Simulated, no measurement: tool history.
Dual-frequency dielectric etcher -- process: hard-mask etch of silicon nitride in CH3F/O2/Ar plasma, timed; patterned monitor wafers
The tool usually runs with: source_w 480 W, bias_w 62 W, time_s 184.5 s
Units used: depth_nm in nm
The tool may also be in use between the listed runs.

| run | day | source_w | bias_w | time_s | wafers since the last listed run | hours since the last wet clean | hours since the last source power generator calibration | hours since the last bias power generator calibration | hours since the last upper electrode change | hours since the gauge calibration | read-back reference wafer on the same gauge, depth_nm | depth_nm |
|---|---|---|---|---|---|---|---|---|---|---|---|---|
| 1 | 0 | 480 | 72 | 184.5 | 0 | 0.5 | 3235.9 | 2974.9 | 4937.4 | 195.8 | 163 | 149.5 |
| 2 | 1.079 | 480 | 72 | 184.5 | 150 | 26.4 | 3261.8 | 3000.8 | 4963.3 | 221.7 | 163 | 149.8 |
| 3 | 2.196 | 480 | 72 | 184.5 | 155 | 53.2 | 3288.6 | 3027.6 | 4990.1 | 248.5 | 163 | 149.5 |
| 4 | 3.408 | 480 | 62 | 184.5 | 168 | 82.3 | 3317.7 | 3056.7 | 5019.2 | 277.6 | 163 | 141.4 |
| 5 | 4.233 | 480 | 62 | 184.5 | 114 | 102.1 | 3337.5 | 3076.5 | 5039 | 297.4 | 162.9 | 141.7 |
| 6 | 4.817 | 480 | 62 | 184.5 | 81 | 116.1 | 3351.5 | 3090.5 | 5053 | 311.4 | 162.9 | 141.8 |
| 7 | 5.883 | 480 | 62 | 184.5 | 148 | 141.7 | 3377.1 | 3116.1 | 5078.6 | 337 | 163.1 | 141.6 |
| 8 | 6.754 | 480 | 62 | 184.5 | 121 | 162.6 | 3398 | 3137 | 5099.5 | 357.9 | 163 | 142 |
| 9 | 7.892 | 480 | 62 | 184.5 | 158 | 189.9 | 3425.3 | 3164.3 | 5126.8 | 385.2 | 162.9 | 141.9 |
| 10 | 9.3 | 480 | 62 | 184.5 | 196 | 223.7 | 3459.1 | 3198.1 | 5160.6 | 419 | 162.9 | 142.1 |
| 11 | 10.121 | 480 | 62 | 198 | 114 | 243.4 | 3478.8 | 3217.8 | 5180.3 | 438.7 | 162.9 | 152.8 |
| 12 | 10.688 | 480 | 62 | 198 | 78 | 257 | 3492.4 | 3231.4 | 5193.9 | 452.3 | 163.1 | 152.7 |
| 13 | 12.146 | 480 | 62 | 198 | 203 | 292 | 3527.4 | 3266.4 | 5228.9 | 487.3 | 163.1 | 152.4 |
| 14 | 12.904 | 480 | 62 | 184.5 | 105 | 310.2 | 3545.6 | 3284.6 | 5247.1 | 505.5 | 163.1 | 142.4 |
|  | 13.417 | source power generator calibrated |
|  | 14.171 | gauge calibrated |
| 15 | 14.383 | 480 | 62 | 184.5 | 182 | 345.7 | 23.2 | 3320.1 | 5282.6 | 5.1 | 163.1 | 138.8 |
|  | 16.521 | wet clean of the chamber |
| 16 | 16.542 | 570 | 54 | 156 | 161 | 0.5 | 75 | 3371.9 | 5334.4 | 56.9 | 162.9 | 122.9 |
| 17 | 16.558 | 370 | 55 | 205 | 2 | 0.9 | 75.4 | 3372.3 | 5334.8 | 57.3 | 162.9 | 122.9 |
|  | 17.629 | bias power generator calibrated |
| 18 | 17.812 | 480 | 48 | 235 | 151 | 31 | 105.5 | 4.4 | 5364.9 | 87.4 | 162.9 | 160.2 |
|  | 19.167 | upper electrode replaced |
| 19 | 19.183 | 480 | 62 | 198 | 51 | 63.9 | 138.4 | 37.3 | 0.4 | 120.3 | 163.1 | 148.6 |
| 20 | 20.033 | 400 | 50 | 225.5 | 118 | 84.3 | 158.8 | 57.7 | 20.8 | 140.7 | 162.9 | 138.4 |
| 21 | 20.729 | 480 | 62 | 184.5 | 96 | 101 | 175.5 | 74.4 | 37.5 | 157.4 | 163 | 139.1 |
| 22 | 21.438 | 480 | 62 | 184.5 | 98 | 118 | 192.5 | 91.4 | 54.5 | 174.4 | 163 | 138.8 |
| 23 | 21.95 | 360 | 55 | 209 | 71 | 130.3 | 204.8 | 103.7 | 66.8 | 186.7 | 163 | 123.7 |
| 24 | 23.133 | 390 | 70 | 231 | 164 | 158.7 | 233.2 | 132.1 | 95.2 | 215.1 | 162.9 | 159.4 |
| 25 | 23.658 | 480 | 46 | 233.5 | 73 | 171.3 | 245.8 | 144.7 | 107.8 | 227.7 | 163 | 158.2 |
| 26 | 24.196 | 480 | 62 | 184.5 | 74 | 184.2 | 258.7 | 157.6 | 120.7 | 240.6 | 163 | 139.2 |
| 27 | 24.9 | 480 | 75 | 158.5 | 98 | 201.1 | 275.6 | 174.5 | 137.6 | 257.5 | 163.1 | 129.1 |
| 28 | 25.696 | 480 | 75 | 158.5 | 110 | 220.2 | 294.7 | 193.6 | 156.7 | 276.6 | 163 | 129 |
| 29 | 26.888 | 600 | 62 | 184.5 | 166 | 248.8 | 323.3 | 222.2 | 185.3 | 305.2 | 162.9 | 159.6 |
| 30 | 27.954 | 440 | 49 | 184.5 | 148 | 274.4 | 348.9 | 247.8 | 210.9 | 330.8 | 162.9 | 120.9 |

4 options for the next run, each taken on its own from the tool as it stands now. Forecast them:
| A | 27.975 | 480 | 62 | 136 | 2 | 274.9 | 349.4 | 248.3 | 211.4 | 331.3 | ? | ? |
| B | 27.975 | 480 | 62 | 145 | 2 | 274.9 | 349.4 | 248.3 | 211.4 | 331.3 | ? | ? |
| C | 27.975 | 590 | 62 | 129 | 2 | 274.9 | 349.4 | 248.3 | 211.4 | 331.3 | ? | ? |
| D | 27.975 | 480 | 62 | 152.5 | 2 | 274.9 | 349.4 | 248.3 | 211.4 | 331.3 | ? | ? |

| run | read-back reference wafer on the same gauge, depth_nm | depth_nm |
|---|---|---|
| A | 163 | 103 |
| B | 163 | 109.9 |
| C | 163 | 110.3 |
| D | 163 | 115.6 |
With no hidden state in the tool, these same runs would have given:
| run | depth_nm |
|---|---|
| A | 101.3 |
| B | 108.1 |
| C | 108.5 |
| D | 113.6 |
